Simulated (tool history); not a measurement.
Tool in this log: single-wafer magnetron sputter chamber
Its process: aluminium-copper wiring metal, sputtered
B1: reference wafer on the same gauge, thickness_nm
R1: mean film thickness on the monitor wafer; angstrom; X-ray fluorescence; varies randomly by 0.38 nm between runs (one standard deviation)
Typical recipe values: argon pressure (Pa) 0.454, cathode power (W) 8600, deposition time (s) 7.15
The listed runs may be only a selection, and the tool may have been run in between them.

Run 1, day 0: usual settings but deposition time (s) 7.56; B1 120.986. Result: R1 1082.51 angstrom.
At day 3.971: gauge calibrated.
At day 4.879: sputter target and shields replaced.
Run 2, day 6.942: usual settings; B1 121.034. Result: R1 1027.67 angstrom.
Run 3, day 10.712: usual settings but deposition time (s) 6.13; B1 120.951. Result: R1 872.06 angstrom.
Run 4, day 14.483: usual settings but deposition time (s) 6.13; B1 120.972. Result: R1 870.8 angstrom.
Run 5, day 18.633: usual settings but deposition time (s) 6.13; B1 120.905. Result: R1 866.68 angstrom.
Run 6, day 21.521: usual settings; B1 120.931. Result: R1 1004.27 angstrom.
Run 7, day 28.042: usual settings but argon pressure (Pa) 0.418; B1 120.932. Result: R1 1027.69 angstrom.
Run 8, day 31.788: usual settings but argon pressure (Pa) 0.418; B1 121.016. Result: R1 1025.14 angstrom.
Run 9, day 34.304: usual settings; B1 120.986. Result: R1 997.7 angstrom.
Run 10, day 38.021: usual settings but argon pressure (Pa) 0.576, cathode power (W) 7250; B1 121.019. Result: R1 819.93 angstrom.
Run 11, day 39.683: usual settings but argon pressure (Pa) 0.525, cathode power (W) 6750, deposition time (s) 5.96; B1 121.026. Result: R1 670.85 angstrom.
At day 41.517: sputter target and shields replaced.
Run 12, day 42.658: usual settings but argon pressure (Pa) 0.52, cathode power (W) 6900, deposition time (s) 7.63; B1 121.048. Result: R1 882.06 angstrom.
Run 13, day 45.196: usual settings but argon pressure (Pa) 0.356, cathode power (W) 7850, deposition time (s) 7.67; B1 121.051. Result: R1 1068.22 angstrom.
Run 14, day 49.392: usual settings but argon pressure (Pa) 0.572, cathode power (W) 9200; B1 121.093. Result: R1 987.82 angstrom.
Run 15, day 53.117: usual settings but cathode power (W) 9650; B1 120.934. Result: R1 1090.89 angstrom.
Run 16, day 56.479: usual settings but argon pressure (Pa) 0.354, cathode power (W) 10200; B1 120.991. Result: R1 1206.49 angstrom.
Run 17, day 60.921: usual settings but deposition time (s) 6.13; B1 121.131. Result: R1 856.01 angstrom.
Run 18, day 62.729: usual settings; B1 120.973. Result: R1 1000.48 angstrom.
At day 74.367: magnet pack replaced.
Run 19, day 74.388: usual settings; B1 121.028. Result: R1 998.23 angstrom.
Run 20, day 77.146: usual settings but argon pressure (Pa) 0.545, cathode power (W) 7550, deposition time (s) 7.66; B1 121.145. Result: R1 915.3 angstrom.
At day 77.779: sputter target and shields replaced.
Run 21, day 79.471: usual settings but argon pressure (Pa) 0.328, cathode power (W) 7900, deposition time (s) 6.18; B1 121.009. Result: R1 875.76 angstrom.
At day 80.871: capacitance manometer re-zeroed and calibrated.
Run 22, day 91: usual settings but argon pressure (Pa) 0.418; B1 120.951. Result: R1 1042.38 angstrom.
Run 23, day 95.479: usual settings but deposition time (s) 7.84; B1 120.975. Result: R1 1125.78 angstrom.
At day 96.192: gauge calibrated.
Run 24, day 99.504: usual settings; B1 121.007. Result: R1 1014.96 angstrom.
Run 25, day 105.121: usual settings but argon pressure (Pa) 0.368, cathode power (W) 10250, deposition time (s) 8.4; B1 120.858. Result: R1 1428.32 angstrom.
At day 110.9: sputter target and shields replaced.
Run 26, day 116.133: usual settings but argon pressure (Pa) 0.398, cathode power (W) 10500, deposition time (s) 8.15; B1 121.053. Result: R1 1406.58 angstrom.
Run 27, day 118.296: usual settings but argon pressure (Pa) 0.608, deposition time (s) 8.36; B1 121.119. Result: R1 1094.26 angstrom.
Run 28, day 122.142: usual settings but argon pressure (Pa) 0.527, cathode power (W) 10100, deposition time (s) 6.19; B1 120.956. Result: R1 952.26 angstrom.
Run 29, day 124.038: usual settings; B1 120.931. Result: R1 1013.65 angstrom.

For run 30, what comes out?
Run 30, day 128.162: usual settings but argon pressure (Pa) 0.604, cathode power (W) 10100; B1 ?. Result: R1 ?.

B1: 120.96
R1: 1052.7 angstrom
Were there no unlogged condition in the tool, this run, its random variation unchanged, would have produced R1 1098.18 angstrom.
